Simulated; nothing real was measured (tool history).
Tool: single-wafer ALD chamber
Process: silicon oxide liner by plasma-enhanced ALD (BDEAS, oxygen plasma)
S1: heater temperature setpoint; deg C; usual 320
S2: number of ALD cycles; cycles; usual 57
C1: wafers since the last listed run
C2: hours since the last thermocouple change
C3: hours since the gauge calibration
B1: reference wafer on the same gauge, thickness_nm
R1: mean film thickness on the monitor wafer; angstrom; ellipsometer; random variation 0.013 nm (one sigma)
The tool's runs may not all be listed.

run 1 hour=0.0 | S1=309 S2=57 | C1=0 C2=697.1 C3=135.0 | B1=5.468 | R1=52.17
run 2 hour=13.8 | S1=320 S2=57 | C1=69 C2=710.9 C3=148.8 | B1=5.473 | R1=51.51
run 3 hour=39.1 | S1=320 S2=57 | C1=126 C2=736.2 C3=174.1 | B1=5.475 | R1=51.47
run 4 hour=53.0 | S1=320 S2=57 | C1=69 C2=750.1 C3=188.0 | B1=5.469 | R1=51.29
run 5 hour=85.0 | S1=320 S2=57 | C1=160 C2=782.1 C3=220.0 | B1=5.470 | R1=51.20
run 6 hour=113.5 | S1=320 S2=63 | C1=142 C2=810.6 C3=248.5 | B1=5.468 | R1=56.67
run 7 hour=148.4 | S1=320 S2=51 | C1=174 C2=845.5 C3=283.4 | B1=5.473 | R1=46.02
run 8 hour=173.5 | S1=320 S2=51 | C1=125 C2=870.6 C3=308.5 | B1=5.471 | R1=46.06
run 9 hour=209.2 | S1=320 S2=57 | C1=179 C2=906.3 C3=344.2 | B1=5.468 | R1=51.05
run 10 hour=222.3 | S1=329 S2=55 | C1=65 C2=919.4 C3=357.3 | B1=5.464 | R1=49.06
run 11 hour=252.0 | S1=329 S2=55 | C1=148 C2=949.1 C3=387.0 | B1=5.466 | R1=49.11
run 12 hour=274.1 | S1=328 S2=54 | C1=110 C2=971.2 C3=409.1 | B1=5.469 | R1=48.10
run 13 hour=292.7 | S1=328 S2=54 | C1=93 C2=989.8 C3=427.7 | B1=5.470 | R1=48.09
run 14 hour=324.9 | S1=328 S2=54 | C1=161 C2=1022.0 C3=459.9 | B1=5.474 | R1=48.21
run 15 hour=343.2 | S1=330 S2=50 | C1=91 C2=1040.3 C3=478.2 | B1=5.469 | R1=44.62
run 16 hour=370.2 | S1=330 S2=50 | C1=135 C2=1067.3 C3=505.2 | B1=5.470 | R1=44.53
run 17 hour=405.0 | S1=330 S2=50 | C1=174 C2=1102.1 C3=540.0 | B1=5.469 | R1=44.44
run 18 hour=436.8 | S1=320 S2=57 | C1=159 C2=1133.9 C3=571.8 | B1=5.470 | R1=51.39
-- hour=493.4 gauge calibrated
run 19 hour=537.1 | S1=320 S2=57 | C1=502 C2=1234.2 C3=43.7 | B1=5.466 | R1=51.43
run 20 hour=552.0 | S1=328 S2=54 | C1=74 C2=1249.1 C3=58.6 | B1=5.473 | R1=48.34
run 21 hour=582.2 | S1=320 S2=48 | C1=151 C2=1279.3 C3=88.8 | B1=5.475 | R1=43.28
run 22 hour=612.0 | S1=325 S2=67 | C1=149 C2=1309.1 C3=118.6 | B1=5.469 | R1=60.09
run 23 hour=633.0 | S1=331 S2=51 | C1=105 C2=1330.1 C3=139.6 | B1=5.464 | R1=45.33
run 24 hour=652.2 | S1=334 S2=57 | C1=96 C2=1349.3 C3=158.8 | B1=5.471 | R1=50.54
run 25 hour=675.3 | S1=326 S2=54 | C1=115 C2=1372.4 C3=181.9 | B1=5.466 | R1=48.28
run 26 hour=707.8 | S1=320 S2=57 | C1=162 C2=1404.9 C3=214.4 | B1=5.462 | R1=51.09
run 27 hour=808.8 | S1=320 S2=57 | C1=506 C2=1505.9 C3=315.4 | B1=5.470 | R1=51.14
-- hour=832.7 thermocouple changed; heater temperature recalibrated
run 28 hour=844.7 | S1=320 S2=57 | C1=139 C2=12.0 C3=351.3 | B1=5.473 | R1=51.14
run 29 hour=873.4 | S1=325 S2=62 | C1=143 C2=40.7 C3=380.0 | B1=5.466 | R1=55.50
run 30 hour=891.2 | S1=320 S2=54 | C1=89 C2=58.5 C3=397.8 | B1=5.470 | R1=48.57
run 31 hour=925.0 | S1=320 S2=57 | C1=169 C2=92.3 C3=431.6 | B1=5.468 | R1=51.58
run 32 hour=952.2 | S1=305 S2=57 | C1=136 C2=119.5 C3=458.8 | B1=5.468 | R1=52.30
run 33 hour=969.4 | S1=312 S2=65 | C1=86 C2=136.7 C3=476.0 | B1=5.471 | R1=59.25
run 34 hour=981.5 | S1=320 S2=47 | C1=60 C2=148.8 C3=488.1 | B1=5.472 | R1=42.29
run 35 hour=996.9 | S1=309 S2=64 | C1=77 C2=164.2 C3=503.5 | B1=5.471 | R1=58.35
run 36 hour=1043.6 | S1=306 S2=57 | C1=234 C2=210.9 C3=550.2 | B1=5.470 | R1=52.31
-- hour=1057.0 gauge calibrated
run 37 hour=1062.8 | S1=327 S2=67 | C1=96 C2=230.1 C3=5.8 | B1=5.469 | R1=59.83
run 38 hour=1092.9 | S1=332 S2=46 | C1=150 C2=260.2 C3=35.9 | B1=5.476 | R1=40.66
run 39 hour=1109.1 | S1=331 S2=46 | C1=81 C2=276.4 C3=52.1 | B1=5.474 | R1=40.95

Hidden state at the last listed run before each entry between runs and at the first one after, where it differs:
Between runs 18 and 19: gauge calibrated (hour 493.4)
  no hidden state differs between the two runs
Between runs 27 and 28: thermocouple changed; heater temperature recalibrated (hour 832.7)
  no hidden state differs between the two runs
Between runs 36 and 37: gauge calibrated (hour 1057.0)
  no hidden state differs between the two runs
